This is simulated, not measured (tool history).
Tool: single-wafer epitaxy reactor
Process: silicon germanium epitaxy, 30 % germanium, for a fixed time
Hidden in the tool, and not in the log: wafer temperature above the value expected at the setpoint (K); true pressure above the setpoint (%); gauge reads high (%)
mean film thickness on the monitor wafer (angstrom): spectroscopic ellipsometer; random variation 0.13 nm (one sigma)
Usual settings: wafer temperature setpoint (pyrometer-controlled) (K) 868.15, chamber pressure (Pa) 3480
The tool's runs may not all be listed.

| run | hour | wafer temperature setpoint (pyrometer-controlled) (K) | chamber pressure (Pa) | wafers since the last listed run | hours since the last pyrometer calibration | hours since the last manometer calibration | hours since the showerhead was replaced | hours since the gauge calibration | read-back reference wafer on the same gauge, thickness_nm | mean film thickness on the monitor wafer (angstrom) |
|---|---|---|---|---|---|---|---|---|---|---|
| 1 | 0.0 | 868.15 | 3480 | 0 | 1103.7 | 891.1 | 6059.3 | 14.4 | 67.214 | 665.39 |
| 2 | 12.3 | 868.15 | 3480 | 350 | 1116.0 | 903.4 | 6071.6 | 26.7 | 67.201 | 662.79 |
| 3 | 21.6 | 868.15 | 3480 | 265 | 1125.3 | 912.7 | 6080.9 | 36.0 | 67.247 | 662.19 |
| 4 | 32.7 | 876.15 | 3200 | 316 | 1136.4 | 923.8 | 6092.0 | 47.1 | 67.243 | 738.75 |
| 5 | 46.7 | 876.15 | 3200 | 399 | 1150.4 | 937.8 | 6106.0 | 61.1 | 67.173 | 740.31 |
| 6 | 54.8 | 868.15 | 3480 | 230 | 1158.5 | 945.9 | 6114.1 | 69.2 | 67.155 | 663.31 |
| 7 | 62.9 | 868.15 | 3480 | 230 | 1166.6 | 954.0 | 6122.2 | 77.3 | 67.202 | 665.54 |
| 8 | 74.4 | 868.15 | 3480 | 327 | 1178.1 | 965.5 | 6133.7 | 88.8 | 67.188 | 664.05 |
|  | 91.2 | capacitance manometer re-zeroed and calibrated |
| 9 | 92.0 | 868.15 | 3480 | 273 | 1195.7 | 0.8 | 6151.3 | 106.4 | 67.133 | 636.21 |
| 10 | 106.3 | 868.15 | 3026 | 407 | 1210.0 | 15.1 | 6165.6 | 120.7 | 67.220 | 577.03 |
| 11 | 117.6 | 854.15 | 3986 | 322 | 1221.3 | 26.4 | 6176.9 | 132.0 | 67.152 | 514.62 |
|  | 130.1 | showerhead replaced |
| 12 | 130.6 | 868.15 | 3480 | 142 | 1234.3 | 39.4 | 0.5 | 145.0 | 67.152 | 636.52 |
| 13 | 132.6 | 872.15 | 3480 | 57 | 1236.3 | 41.4 | 2.5 | 147.0 | 67.230 | 690.30 |
| 14 | 149.1 | 868.15 | 3480 | 470 | 1252.8 | 57.9 | 19.0 | 163.5 | 67.175 | 635.53 |

The next listed run, before its measurement:
|  | 164.8 | pyrometer calibrated |
| 15 | 165.5 | 862.15 | 3813 | 239 | 0.7 | 74.3 | 35.4 | 179.9 | ? | ? |

Run 15 gave read-back reference wafer on the same gauge, thickness_nm 67.276, mean film thickness on the monitor wafer (angstrom) 596.37.
Without the tool's hidden state the same run would have given mean film thickness on the monitor wafer (angstrom) 592.17.

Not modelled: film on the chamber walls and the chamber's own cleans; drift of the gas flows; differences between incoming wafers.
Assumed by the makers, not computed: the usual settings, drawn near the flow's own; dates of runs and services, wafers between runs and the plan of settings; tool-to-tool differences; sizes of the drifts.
